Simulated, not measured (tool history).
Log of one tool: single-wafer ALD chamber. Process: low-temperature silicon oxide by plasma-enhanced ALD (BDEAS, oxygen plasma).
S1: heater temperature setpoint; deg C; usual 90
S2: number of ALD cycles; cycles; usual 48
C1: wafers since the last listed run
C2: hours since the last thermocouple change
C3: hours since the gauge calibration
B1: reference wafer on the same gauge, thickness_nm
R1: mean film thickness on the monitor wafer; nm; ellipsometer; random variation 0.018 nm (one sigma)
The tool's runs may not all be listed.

run 1 hour=0.0 | S1=90 S2=48 | C1=0 C2=697.4 C3=99.7 | B1=5.992 | R1=6.945
run 2 hour=14.7 | S1=90 S2=48 | C1=129 C2=712.1 C3=114.4 | B1=5.992 | R1=6.908
run 3 hour=21.3 | S1=90 S2=48 | C1=58 C2=718.7 C3=121.0 | B1=5.990 | R1=6.883
run 4 hour=33.9 | S1=90 S2=48 | C1=110 C2=731.3 C3=133.6 | B1=5.989 | R1=6.946
run 5 hour=47.2 | S1=90 S2=48 | C1=116 C2=744.6 C3=146.9 | B1=5.992 | R1=6.913
run 6 hour=54.6 | S1=90 S2=48 | C1=65 C2=752.0 C3=154.3 | B1=5.990 | R1=6.892
run 7 hour=70.8 | S1=90 S2=48 | C1=142 C2=768.2 C3=170.5 | B1=5.989 | R1=6.860
run 8 hour=85.9 | S1=90 S2=48 | C1=132 C2=783.3 C3=185.6 | B1=5.990 | R1=6.889
run 9 hour=98.7 | S1=90 S2=48 | C1=112 C2=796.1 C3=198.4 | B1=5.987 | R1=6.894
run 10 hour=116.6 | S1=90 S2=48 | C1=157 C2=814.0 C3=216.3 | B1=5.989 | R1=6.880
-- hour=129.8 thermocouple changed; heater temperature recalibrated
run 11 hour=131.0 | S1=90 S2=48 | C1=56 C2=1.2 C3=230.7 | B1=5.990 | R1=7.009
run 12 hour=138.6 | S1=90 S2=41 | C1=66 C2=8.8 C3=238.3 | B1=5.985 | R1=6.017
run 13 hour=147.0 | S1=90 S2=48 | C1=73 C2=17.2 C3=246.7 | B1=5.988 | R1=7.031
run 14 hour=157.1 | S1=90 S2=48 | C1=88 C2=27.3 C3=256.8 | B1=5.988 | R1=6.991
run 15 hour=174.8 | S1=96 S2=40 | C1=155 C2=45.0 C3=274.5 | B1=5.990 | R1=5.717
run 16 hour=197.3 | S1=90 S2=51 | C1=197 C2=67.5 C3=297.0 | B1=5.990 | R1=7.437
run 17 hour=215.2 | S1=102 S2=44 | C1=157 C2=85.4 C3=314.9 | B1=5.987 | R1=6.191
-- hour=234.4 gauge calibrated
run 18 hour=261.2 | S1=80 S2=52 | C1=404 C2=131.4 C3=26.8 | B1=5.988 | R1=7.854
run 19 hour=274.6 | S1=90 S2=48 | C1=117 C2=144.8 C3=40.2 | B1=5.989 | R1=6.973
run 20 hour=284.8 | S1=90 S2=48 | C1=89 C2=155.0 C3=50.4 | B1=5.990 | R1=6.967
run 21 hour=291.6 | S1=90 S2=48 | C1=59 C2=161.8 C3=57.2 | B1=5.991 | R1=7.001
run 22 hour=301.0 | S1=90 S2=42 | C1=82 C2=171.2 C3=66.6 | B1=5.988 | R1=6.108
run 23 hour=309.5 | S1=104 S2=44 | C1=74 C2=179.7 C3=75.1 | B1=5.989 | R1=6.159
run 24 hour=318.9 | S1=90 S2=41 | C1=82 C2=189.1 C3=84.5 | B1=5.990 | R1=5.943
run 25 hour=335.2 | S1=96 S2=48 | C1=143 C2=205.4 C3=100.8 | B1=5.992 | R1=6.803
run 26 hour=350.2 | S1=103 S2=55 | C1=131 C2=220.4 C3=115.8 | B1=5.989 | R1=7.665
run 27 hour=366.5 | S1=90 S2=48 | C1=143 C2=236.7 C3=132.1 | B1=5.993 | R1=6.967
run 28 hour=373.9 | S1=104 S2=40 | C1=65 C2=244.1 C3=139.5 | B1=5.991 | R1=5.594

4 ways to go on from here, each from the tool as it stands after run 28. What would each give?
run A hour=374.4 | S1=90 S2=48 | C1=4 C2=244.6 C3=140.0 | B1=? | R1=?
run B hour=374.4 | S1=96 S2=51 | C1=4 C2=244.6 C3=140.0 | B1=? | R1=?
run C hour=374.4 | S1=81 S2=48 | C1=4 C2=244.6 C3=140.0 | B1=? | R1=?
run D hour=374.4 | S1=76 S2=55 | C1=4 C2=244.6 C3=140.0 | B1=? | R1=?

run=A B1=5.993 R1=6.952
run=B B1=5.993 R1=7.235
run=C B1=5.993 R1=7.164
run=D B1=5.993 R1=8.344
Without the tool's hidden state the same runs would have given:
run=A R1=6.988
run=B R1=7.274
run=C R1=7.201
run=D R1=8.386

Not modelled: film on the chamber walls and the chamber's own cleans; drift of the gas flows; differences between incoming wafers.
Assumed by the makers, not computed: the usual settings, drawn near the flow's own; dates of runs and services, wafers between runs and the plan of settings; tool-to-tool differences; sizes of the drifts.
